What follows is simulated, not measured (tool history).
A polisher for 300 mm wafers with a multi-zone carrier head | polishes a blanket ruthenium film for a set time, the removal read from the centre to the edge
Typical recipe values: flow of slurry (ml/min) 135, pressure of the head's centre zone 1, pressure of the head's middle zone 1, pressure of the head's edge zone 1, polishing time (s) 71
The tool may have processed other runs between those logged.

run    hour  flow of slurry (ml/min)  pressure of the head's centre zone  pressure of the head's middle zone  pressure of the head's edge zone  polishing time (s)  incoming thickness of the incoming film, nm  film removed at the wafer's centre (nm)  film removed at mid-radius (nm)  film removed at the wafer's edge (nm)
  1       0                      135                                   1                                   1                                 1                  71                                        353.2                                    102.5                            100.1                                   99.5
         16  -- worn pad replaced by a new one
  2   130.6                      135                                   1                                   1                                 1                  71                                        347.4                                    102.7                             98.9                                   99.5
  3   194.1                      135                                   1                                   1                                 1                  71                                        349.9                                    104.5                             98.3                                   99.8
      220.4  -- slurry nozzle cleaned
  4   221.7                      135                                   1                                   1                                 1                  85                                        346.6                                    125.8                            117.6                                  118.7
  5   251.1                      135                                   1                                   1                                 1                  85                                        354.6                                    123.8                            119.3                                  119.8
        258  -- centre zone pressure recalibrated
      288.7  -- carrier head's membrane replaced by a new one
  6   292.6                      135                                   1                                   1                                 1                  85                                        346.7                                    117.6                            119.7                                  120.3
      317.7  -- worn pad replaced by a new one
  7   361.1                      135                                   1                                   1                                 1                  71                                        345.3                                     98.3                             96.7                                  100.8
  8   409.5                      135                                   1                                   1                                 1                  71                                        345.9                                    101.3                             98.8                                  100.6
  9   441.9                      135                                   1                                   1                                 1                  71                                        349.8                                     97.9                             97.2                                   99.6
 10   475.8                      135                                0.89                                0.93                                 1                  71                                        353.3                                       93                             91.9                                  100.2
 11   513.3                      150                                1.09                                   1                              0.96                  71                                        352.2                                    109.2                            100.7                                  100.2
 12   574.2                      135                                1.03                                1.07                                 1                  48                                        351.1                                     69.1                             70.7                                   66.9
      583.9  -- worn pad replaced by a new one, of another model than before
 13   609.1                      135                                1.06                                   1                               0.9                  93                                        357.2                                    140.8                            131.4                                  123.7
 14   672.3                      135                                0.93                                1.09                              1.09                  62                                        350.2                                     84.8                             92.7                                     91
 15   713.8                      135                                   1                                0.93                                 1                  71                                        347.1                                    101.2                             92.2                                  100.9
 16   743.8                       95                                0.94                                   1                                 1                  71                                        354.2                                     76.1                             80.3                                   88.2
 17   776.3                      135                                   1                                   1                                 1                  85                                        352.2                                    123.5                            118.6                                    118
      838.3  -- worn pad replaced by a new one
      849.1  -- edge zone pressure recalibrated
 18   888.9                      135                                   1                                   1                              1.09                  71                                        352.1                                    102.8                             97.1                                    105
 19   940.9                      135                                   1                                   1                              1.03                  71                                        348.9                                      106                             97.3                                  100.7
      945.1  -- slurry nozzle cleaned
 20  1001.2                      135                                   1                                   1                                 1                  71                                        350.3                                      103                             98.8                                    100
     1049.5  -- centre zone pressure recalibrated
 21  1114.8                      135                                   1                                   1                              0.93                  83                                        357.3                                    117.3                            114.6                                  113.7
     1149.8  -- worn pad replaced by a new one
 22  1158.5                      135                                   1                                   1                                 1                  71                                        349.1                                    101.8                            100.5                                    100
 23  1226.5                      135                                   1                                   1                              1.11                  90                                        350.6                                      129                            125.3                                  133.3

Run by run, hidden condition taken away, random variation retained:
Hidden conditions of the tool in this case: removal rate lost through wear of the pad, %; slurry flow missing at the pad, %; deviation of the centre zone's pressure from its setpoint, %; deviation of the edge zone's pressure from its setpoint, %.
run  film removed at the wafer's centre (nm)
  1                                     99.1
  2                                     98.4
  3                                     99.6
  4                                    119.7
  5                                    117.5
  6                                    118.7
  7                                     98.7
  8                                    101.3
  9                                     97.6
 10                                     92.6
 11                                    108.4
 12                                     68.3
 13                                    138.8
 14                                     83.2
 15                                       99
 16                                     74.3
 17                                    120.3
 18                                     99.3
 19                                      102
 20                                     98.6
 21                                    116.5
 22                                    100.8
 23                                    127.1
For film removed at mid-radius (nm), the value without the hidden state is never more than 0.1 from the measured value.
film removed at the wafer's edge (nm) without the hidden state equals the measured value, run for run.

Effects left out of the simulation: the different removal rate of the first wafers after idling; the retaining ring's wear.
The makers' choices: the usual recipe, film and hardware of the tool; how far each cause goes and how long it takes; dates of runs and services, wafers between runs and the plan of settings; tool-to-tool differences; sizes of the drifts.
